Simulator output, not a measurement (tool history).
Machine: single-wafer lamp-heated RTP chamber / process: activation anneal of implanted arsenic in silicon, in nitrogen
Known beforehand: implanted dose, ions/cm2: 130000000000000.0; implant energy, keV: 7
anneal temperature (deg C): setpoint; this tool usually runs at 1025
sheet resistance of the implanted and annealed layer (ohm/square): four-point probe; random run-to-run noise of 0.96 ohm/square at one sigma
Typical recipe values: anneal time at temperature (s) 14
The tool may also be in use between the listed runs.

run,hour,anneal temperature (deg C),anneal time at temperature (s),wafers since the last listed run,wafers since the last pyrometer calibration,wafers since the reflector plate was cleaned,hours since the gauge calibration,"read-back reference wafer on the same gauge, sheet resistance",sheet resistance of the implanted and annealed layer (ohm/square)
1,0.0,1025,14,0,105,246,372.1,627.44,640.52
2,37.5,1025,16,783,889,1029,409.6,626.89,637.27
3,75.5,1025,16,793,1682,1822,447.6,626.87,637.93
4,130.3,1025,16,1144,2827,2967,502.4,626.87,634.67
5,197.3,1025,14,1399,4226,4366,569.4,627.20,637.56
6,236.8,1040,10,824,5051,5191,608.9,627.09,636.55
7,299.9,1040,10,1317,6369,6509,672.0,626.74,637.48
# hour 343.3: pyrometer window cleaned and pyrometer calibrated
8,356.7,1025,14,1019,279,7528,728.8,627.05,641.91
9,428.0,1025,14,1489,1768,9017,800.1,627.03,637.05
10,472.4,1025,14,927,2695,9944,844.5,627.00,639.22
11,518.7,1025,14,966,3662,10911,890.8,627.21,637.59
# hour 556.8: reflector plate cleaned
12,652.6,1009,14,2629,6292,1999,1024.7,627.00,640.33
13,683.4,1009,14,643,6935,2643,1055.5,627.27,642.66
14,709.7,1009,14,549,7484,3192,1081.8,627.10,641.96
# hour 749.1: pyrometer window cleaned and pyrometer calibrated
15,772.4,1025,14,1142,486,4334,1144.5,627.08,640.14
# hour 785.7: gauge calibrated
16,813.4,1025,14,856,1343,5190,27.7,627.23,638.47
17,884.5,1025,14,1484,2827,6675,98.8,626.82,637.30
18,932.6,1002,14,1004,3832,7680,146.9,627.10,645.10
19,966.3,1044,9,703,4536,8384,180.6,627.00,635.59
20,997.6,1047,14,653,5189,9037,211.9,627.54,627.19
21,1049.5,1025,14,1083,6273,10121,263.8,627.01,639.06
22,1083.9,1025,16,718,6992,10839,298.2,626.75,636.32
# hour 1100.8: pyrometer window cleaned and pyrometer calibrated
23,1121.1,1055,14,609,422,11449,335.4,626.81,628.67
24,1166.0,1053,14,937,1360,12387,380.3,627.19,626.23
# hour 1185.5: reflector plate cleaned
25,1222.8,996,22,1019,2379,779,437.1,626.59,641.33
26,1290.3,1025,7,1409,3789,2189,504.6,626.90,645.81
27,1349.5,1007,7,1236,5025,3425,563.8,627.47,650.48
28,1385.0,1041,14,741,5767,4167,599.3,626.74,630.72
# hour 1426.2: pyrometer window cleaned and pyrometer calibrated
29,1446.4,1025,14,1115,421,5282,660.7,626.62,639.60
30,1471.4,1000,8,522,943,5804,685.7,626.97,651.34
31,1571.5,1006,10,2090,3034,7894,785.8,627.37,646.77
32,1606.6,1012,6,733,3767,8627,820.9,626.80,650.39
33,1636.1,1025,14,616,4383,9243,850.4,627.06,636.55
34,1676.7,1025,14,847,5231,10091,891.0,627.20,635.38
35,1706.1,1025,21,613,5845,10705,920.4,627.08,628.88

Entry by entry between the runs, the difference in hidden state between the last listed run before and the first listed run after:
From run 7 to run 8: pyrometer window cleaned and pyrometer calibrated (hour 343.3)
  true wafer temperature minus pyrometer reading, K: 12.2 -> 2.88
  what was measured, less what the result would be without the hidden state, sheet resistance of the implanted and annealed layer (ohm/square): -4.13 -> -0.89
From run 11 to run 12: reflector plate cleaned (hour 556.8)
  true wafer temperature minus pyrometer reading, K: 11.3 -> 13.2
  what was measured, less what the result would be without the hidden state, sheet resistance of the implanted and annealed layer (ohm/square): -3.73 -> -3.58
From run 14 to run 15: pyrometer window cleaned and pyrometer calibrated (hour 749.1)
  true wafer temperature minus pyrometer reading, K: 13.6 -> 2.5
  what was measured, less what the result would be without the hidden state, sheet resistance of the implanted and annealed layer (ohm/square): -3.69 -> -0.77
From run 15 to run 16: gauge calibrated (hour 785.7)
  true wafer temperature minus pyrometer reading, K: 2.5 -> 5.54
  what was measured, less what the result would be without the hidden state, sheet resistance of the implanted and annealed layer (ohm/square): -0.77 -> -1.75
From run 22 to run 23: pyrometer window cleaned and pyrometer calibrated (hour 1100.8)
  true wafer temperature minus pyrometer reading, K: 12.1 -> 3.35
  what was measured, less what the result would be without the hidden state, sheet resistance of the implanted and annealed layer (ohm/square): -4.40 -> -1.62
From run 24 to run 25: reflector plate cleaned (hour 1185.5)
  true wafer temperature minus pyrometer reading, K: 6.72 -> 9.49
  what was measured, less what the result would be without the hidden state, sheet resistance of the implanted and annealed layer (ohm/square): -3.22 -> -2.71
From run 28 to run 29: pyrometer window cleaned and pyrometer calibrated (hour 1426.2)
  true wafer temperature minus pyrometer reading, K: 12.9 -> 2.83
  what was measured, less what the result would be without the hidden state, sheet resistance of the implanted and annealed layer (ohm/square): -5.44 -> -0.88
